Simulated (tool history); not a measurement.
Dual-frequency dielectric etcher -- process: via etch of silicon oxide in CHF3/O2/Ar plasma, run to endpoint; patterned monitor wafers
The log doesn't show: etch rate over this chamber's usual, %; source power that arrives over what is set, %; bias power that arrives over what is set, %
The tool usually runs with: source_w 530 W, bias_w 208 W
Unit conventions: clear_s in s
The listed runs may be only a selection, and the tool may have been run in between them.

run	hour	source_w	bias_w	wafers since the last listed run	hours since the last wet clean	hours since the last source power generator calibration	hours since the last bias power generator calibration	hours since the last upper electrode change	incoming incoming film thickness, nm	clear_s
1	0	530	196	0	151.5	3905.1	4967.8	5847.5	537.8	267.8
2	27.7	530	196	185	179.2	3932.8	4995.5	5875.2	529.4	261.4
3	53.5	530	196	172	205	3958.6	5021.3	5901	537.2	263.9
4	89.5	630	187	240	241	3994.6	5057.3	5937	532.1	250
5	108.5	530	208	127	260	4013.6	5076.3	5956	530.1	256.2
6	134.2	530	208	171	285.7	4039.3	5102	5981.7	538.1	259.6
7	165.1	530	208	206	316.6	4070.2	5132.9	6012.6	532	254.1
8	191	490	208	173	342.5	4096.1	5158.8	6038.5	535.9	261.6
# hour 234.3: source power generator calibrated
# hour 256.8: bias power generator calibrated
9	272	640	163	488	423.5	37.7	15.2	6119.5	534.8	252.8
# hour 297.2: wet clean of the chamber
# hour 306.5: upper electrode replaced
10	307	450	163	11	9.8	72.7	50.2	0.5	533.4	301.1
11	332.8	450	208	172	35.6	98.5	76	26.3	539.2	286.1
12	347.5	530	208	98	50.3	113.2	90.7	41	537.1	269.2
13	371.4	530	233	159	74.2	137.1	114.6	64.9	532.4	256.7
14	385	530	253	90	87.8	150.7	128.2	78.5	531.4	251
15	414.5	530	171	197	117.3	180.2	157.7	108	540.2	282.5

Results for each run, recomputed without the tool's hidden state and with each run's random variation untouched:
run	clear_s
1	274.9
2	269.2
3	272.7
4	259.6
5	266.7
6	271.1
7	266.4
8	275.2
9	268.7
10	299.7
11	285.7
12	269.4
13	257.7
14	252.4
15	285.2
